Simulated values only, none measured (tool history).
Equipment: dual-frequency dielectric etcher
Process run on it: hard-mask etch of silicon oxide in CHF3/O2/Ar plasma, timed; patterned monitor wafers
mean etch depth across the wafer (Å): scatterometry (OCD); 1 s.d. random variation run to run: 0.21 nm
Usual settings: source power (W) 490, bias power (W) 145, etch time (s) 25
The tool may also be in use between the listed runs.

run	hour	source power (W)	bias power (W)	etch time (s)	wafers since the last listed run	hours since the last wet clean	hours since the last source power generator calibration	hours since the last bias power generator calibration	hours since the last upper electrode change	hours since the gauge calibration	read-back reference wafer on the same gauge, depth_nm	mean etch depth across the wafer (Å)
1	0	530	137	25	0	226.6	2755.8	3556.9	2334.8	545.8	35.55	411.2
2	25.6	490	145	25	467	252.2	2781.4	3582.5	2360.4	571.4	35.45	398.3
3	55.3	490	145	25	542	281.9	2811.1	3612.2	2390.1	601.1	35.37	400.9
# hour 83.4: source power generator calibrated
4	86.7	490	145	25	500	313.3	3.3	3643.6	2421.5	632.5	35.33	394.3
5	102.1	490	145	25	281	328.7	18.7	3659	2436.9	647.9	35.39	396
6	135.1	490	145	25	602	361.7	51.7	3692	2469.9	680.9	35.23	393.7
7	215.8	490	145	25	1474	442.4	132.4	3772.7	2550.6	761.6	35.16	392.6
8	232.5	490	145	25	305	459.1	149.1	3789.4	2567.3	778.3	35.14	395.4
9	262.4	490	145	25	546	489	179	3819.3	2597.2	808.2	35.06	396.6
10	275.1	490	177	25	232	501.7	191.7	3832	2609.9	820.9	35.08	414.9
# hour 306: gauge calibrated
11	310.7	490	178	25	650	537.3	227.3	3867.6	2645.5	4.7	36.24	426
# hour 320.6: bias power generator calibrated
# hour 354.1: wet clean of the chamber
12	354.6	490	145	25	290	0.5	271.2	34	2689.4	48.6	36.12	403.5
13	361.2	490	145	29.5	120	7.1	277.8	40.6	2696	55.2	36.24	479.8
14	373.9	370	134	20	232	19.8	290.5	53.3	2708.7	67.9	36.18	276.9
15	409.4	550	169	29.5	648	55.3	326	88.8	2744.2	103.4	36.1	519
16	422.8	600	145	28.5	244	68.7	339.4	102.2	2757.6	116.8	36.02	505.4
17	438.2	490	145	25	281	84.1	354.8	117.6	2773	132.2	36.08	405.1
18	457.9	490	117	25	359	103.8	374.5	137.3	2792.7	151.9	36.02	385.9
# hour 546.1: upper electrode replaced
19	554.1	450	129	23	1319	200	470.7	233.5	8	248.1	35.85	342.4
20	585.4	490	145	25	571	231.3	502	264.8	39.3	279.4	35.84	401
21	618.9	580	154	18	612	264.8	535.5	298.3	72.8	312.9	35.67	316.7
22	643.9	600	131	29	456	289.8	560.5	323.3	97.8	337.9	35.8	495.9
23	657.5	600	120	25	248	303.4	574.1	336.9	111.4	351.5	35.64	422.2
24	716.1	400	145	25	1070	362	632.7	395.5	170	410.1	35.69	361.6
25	747.7	440	177	20.5	577	393.6	664.3	427.1	201.6	441.7	35.64	325.5
26	783.4	490	145	27.5	652	429.3	700	462.8	237.3	477.4	35.54	437.2
27	798.1	490	118	25	268	444	714.7	477.5	252	492.1	35.5	379.9
28	850.2	490	145	25	951	496.1	766.8	529.6	304.1	544.2	35.38	398
29	883.3	530	145	28.5	604	529.2	799.9	562.7	337.2	577.3	35.32	469.7
# hour 937.1: wet clean of the chamber
30	937.6	490	145	25	553	0.5	854.2	617	391.5	631.6	35.27	396.3
31	941.8	450	175	27.5	76	4.7	858.4	621.2	395.7	635.8	35.32	440.6

What the log doesn't show, run by run:
etch rate over this chamber's usual, %: 0 in every run
source power that arrives over what is set, %: 0 in every run
bias power that arrives over what is set, %: 0 in every run
H1: gauge reads high (%)
run	H1
1	-2.12
2	-2.22
3	-2.34
4	-2.47
5	-2.53
6	-2.66
7	-2.98
8	-3.05
9	-3.17
10	-3.22
11	0.0638
12	-0.112
13	-0.138
14	-0.189
15	-0.331
16	-0.385
17	-0.446
18	-0.525
19	-0.91
20	-1.04
21	-1.17
22	-1.27
23	-1.32
24	-1.56
25	-1.68
26	-1.83
27	-1.89
28	-2.09
29	-2.23
30	-2.44
31	-2.46

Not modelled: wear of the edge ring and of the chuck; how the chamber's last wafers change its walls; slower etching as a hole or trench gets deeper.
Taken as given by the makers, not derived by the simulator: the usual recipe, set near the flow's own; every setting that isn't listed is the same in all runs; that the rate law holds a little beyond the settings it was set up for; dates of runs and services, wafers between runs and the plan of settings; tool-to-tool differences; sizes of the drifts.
